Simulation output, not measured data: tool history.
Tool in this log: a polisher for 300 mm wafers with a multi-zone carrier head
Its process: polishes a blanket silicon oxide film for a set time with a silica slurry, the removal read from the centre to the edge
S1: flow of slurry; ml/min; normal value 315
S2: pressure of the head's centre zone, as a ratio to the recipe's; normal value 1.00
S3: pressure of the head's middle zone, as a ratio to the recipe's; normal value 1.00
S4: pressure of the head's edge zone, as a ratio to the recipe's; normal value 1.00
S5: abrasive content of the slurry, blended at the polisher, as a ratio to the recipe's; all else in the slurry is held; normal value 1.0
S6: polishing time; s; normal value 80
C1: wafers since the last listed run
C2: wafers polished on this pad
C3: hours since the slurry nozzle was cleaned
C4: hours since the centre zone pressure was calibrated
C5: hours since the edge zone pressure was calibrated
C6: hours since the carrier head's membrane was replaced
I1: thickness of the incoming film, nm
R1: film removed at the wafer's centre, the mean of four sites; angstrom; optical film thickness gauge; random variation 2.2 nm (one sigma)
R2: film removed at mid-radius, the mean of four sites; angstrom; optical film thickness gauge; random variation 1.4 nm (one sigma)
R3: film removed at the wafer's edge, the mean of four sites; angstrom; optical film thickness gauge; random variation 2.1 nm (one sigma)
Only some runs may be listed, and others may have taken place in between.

| run | hour | S1 | S2 | S3 | S4 | S5 | S6 | C1 | C2 | C3 | C4 | C5 | C6 | I1 | R1 | R2 | R3 |
|---|---|---|---|---|---|---|---|---|---|---|---|---|---|---|---|---|---|
| 1 | 0.0 | 315 | 1.00 | 1.00 | 1.00 | 1.0 | 80 | 0 | 137 | 480.0 | 169.9 | 1306.2 | 528.6 | 1291.9 | 1489 | 1408 | 1448 |
| 2 | 17.5 | 315 | 1.00 | 1.00 | 1.00 | 1.2 | 80 | 187 | 324 | 497.5 | 187.4 | 1323.7 | 546.1 | 1307.7 | 1605 | 1549 | 1532 |
| 3 | 51.2 | 315 | 1.00 | 1.00 | 1.00 | 1.2 | 80 | 360 | 685 | 531.2 | 221.1 | 1357.4 | 579.8 | 1313.1 | 1551 | 1543 | 1569 |
|  | 96.2 | centre zone pressure recalibrated |
| 4 | 102.6 | 315 | 1.00 | 1.00 | 1.00 | 1.2 | 80 | 528 | 1214 | 582.6 | 6.4 | 1408.8 | 631.2 | 1303.7 | 1539 | 1558 | 1508 |
| 5 | 129.1 | 315 | 1.00 | 1.00 | 1.00 | 1.0 | 80 | 283 | 1498 | 609.1 | 32.9 | 1435.3 | 657.7 | 1318.1 | 1474 | 1418 | 1426 |
|  | 160.5 | worn pad replaced by a new one |
| 6 | 162.5 | 315 | 1.00 | 1.00 | 1.00 | 1.0 | 80 | 314 | 21 | 642.5 | 66.3 | 1468.7 | 691.1 | 1317.2 | 1478 | 1442 | 1431 |
| 7 | 181.1 | 405 | 1.00 | 1.00 | 1.00 | 1.0 | 80 | 199 | 220 | 661.1 | 84.9 | 1487.3 | 709.7 | 1306.6 | 1482 | 1481 | 1444 |
| 8 | 206.3 | 315 | 0.93 | 1.00 | 1.06 | 1.0 | 80 | 269 | 490 | 686.3 | 110.1 | 1512.5 | 734.9 | 1315.0 | 1368 | 1442 | 1454 |
| 9 | 221.4 | 315 | 1.00 | 1.00 | 1.00 | 1.0 | 80 | 161 | 652 | 701.4 | 125.2 | 1527.6 | 750.0 | 1298.9 | 1458 | 1430 | 1426 |
|  | 244.7 | carrier head's membrane replaced by a new one |
| 10 | 267.4 | 380 | 1.00 | 1.00 | 1.00 | 1.0 | 80 | 438 | 1091 | 747.4 | 171.2 | 1573.6 | 22.7 | 1308.8 | 1450 | 1461 | 1499 |
| 11 | 287.1 | 315 | 1.00 | 1.00 | 0.93 | 0.9 | 80 | 210 | 1302 | 767.1 | 190.9 | 1593.3 | 42.4 | 1309.0 | 1416 | 1367 | 1334 |
|  | 322.2 | worn pad replaced by a new one |
| 12 | 322.7 | 315 | 1.11 | 0.94 | 1.00 | 1.0 | 80 | 338 | 4 | 802.7 | 226.5 | 1628.9 | 78.0 | 1314.4 | 1635 | 1372 | 1446 |

Run 13 comes next. What will it give?
|  | 366.2 | edge zone pressure recalibrated |
| 13 | 379.0 | 315 | 1.00 | 1.00 | 1.00 | 1.0 | 95 | 581 | 586 | 859.0 | 282.8 | 12.8 | 134.3 | 1304.2 | ? | ? | ? |

R1: 1787 angstrom
R2: 1679 angstrom
R3: 1676 angstrom
Without the tool's hidden state the same run would have given R1 1787 angstrom, R2 1679 angstrom, R3 1676 angstrom.

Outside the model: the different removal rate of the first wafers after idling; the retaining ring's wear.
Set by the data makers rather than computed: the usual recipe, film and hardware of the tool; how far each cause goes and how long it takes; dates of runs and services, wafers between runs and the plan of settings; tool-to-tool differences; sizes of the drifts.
